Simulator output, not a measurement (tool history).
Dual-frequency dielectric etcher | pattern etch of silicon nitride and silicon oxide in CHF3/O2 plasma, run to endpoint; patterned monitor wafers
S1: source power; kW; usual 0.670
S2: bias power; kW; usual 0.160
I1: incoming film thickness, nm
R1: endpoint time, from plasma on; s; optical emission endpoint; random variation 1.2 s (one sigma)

{"run": 1, "hour": 0.0, "S1": 0.76, "S2": 0.16, "I1": 302.8, "R1": 168.0}
{"run": 2, "hour": 54.9, "S1": 0.76, "S2": 0.16, "I1": 300.5, "R1": 166.4}
{"hour": 113.6, "done": "wet clean of the chamber"}
{"run": 3, "hour": 131.5, "S1": 0.67, "S2": 0.135, "I1": 298.9, "R1": 186.9}
{"run": 4, "hour": 229.4, "S1": 0.67, "S2": 0.135, "I1": 304.3, "R1": 188.5}
{"run": 5, "hour": 294.8, "S1": 0.67, "S2": 0.135, "I1": 303.9, "R1": 189.9}
{"run": 6, "hour": 338.8, "S1": 0.59, "S2": 0.16, "I1": 302.3, "R1": 194.5}
{"run": 7, "hour": 407.8, "S1": 0.67, "S2": 0.16, "I1": 303.1, "R1": 181.9}
{"run": 8, "hour": 464.7, "S1": 0.67, "S2": 0.16, "I1": 303.6, "R1": 180.1}
{"run": 9, "hour": 507.8, "S1": 0.67, "S2": 0.16, "I1": 301.2, "R1": 177.8}
{"run": 10, "hour": 605.3, "S1": 0.67, "S2": 0.16, "I1": 300.3, "R1": 181.0}
{"run": 11, "hour": 652.2, "S1": 0.67, "S2": 0.16, "I1": 299.5, "R1": 178.1}
{"run": 12, "hour": 715.0, "S1": 0.67, "S2": 0.16, "I1": 302.5, "R1": 179.6}
{"run": 13, "hour": 794.4, "S1": 0.83, "S2": 0.16, "I1": 302.6, "R1": 159.5}
{"run": 14, "hour": 884.6, "S1": 0.67, "S2": 0.183, "I1": 300.3, "R1": 173.5}
{"hour": 899.8, "done": "bias power generator calibrated"}
{"hour": 978.7, "done": "wet clean of the chamber"}
{"run": 15, "hour": 979.2, "S1": 0.67, "S2": 0.16, "I1": 304.0, "R1": 180.7}
{"run": 16, "hour": 1045.8, "S1": 0.67, "S2": 0.16, "I1": 303.4, "R1": 182.4}
{"hour": 1096.9, "done": "upper electrode replaced"}
{"run": 17, "hour": 1104.7, "S1": 0.67, "S2": 0.16, "I1": 302.1, "R1": 180.4}
{"run": 18, "hour": 1201.2, "S1": 0.8, "S2": 0.127, "I1": 300.9, "R1": 170.8}
{"hour": 1235.6, "done": "source power generator calibrated"}
{"run": 19, "hour": 1252.5, "S1": 0.8, "S2": 0.196, "I1": 303.8, "R1": 154.8}
{"run": 20, "hour": 1312.5, "S1": 0.53, "S2": 0.191, "I1": 302.6, "R1": 202.5}
{"run": 21, "hour": 1396.5, "S1": 0.61, "S2": 0.178, "I1": 301.3, "R1": 185.2}
{"run": 22, "hour": 1444.5, "S1": 0.76, "S2": 0.179, "I1": 302.3, "R1": 161.4}

Forecast run 23:
{"run": 23, "hour": 1521.8, "S1": 0.75, "S2": 0.187, "I1": 298.5, "R1": "?"}

Run 23 gave R1 158.8 s.
Without the tool's hidden state the same run would have given R1 158.8 s.
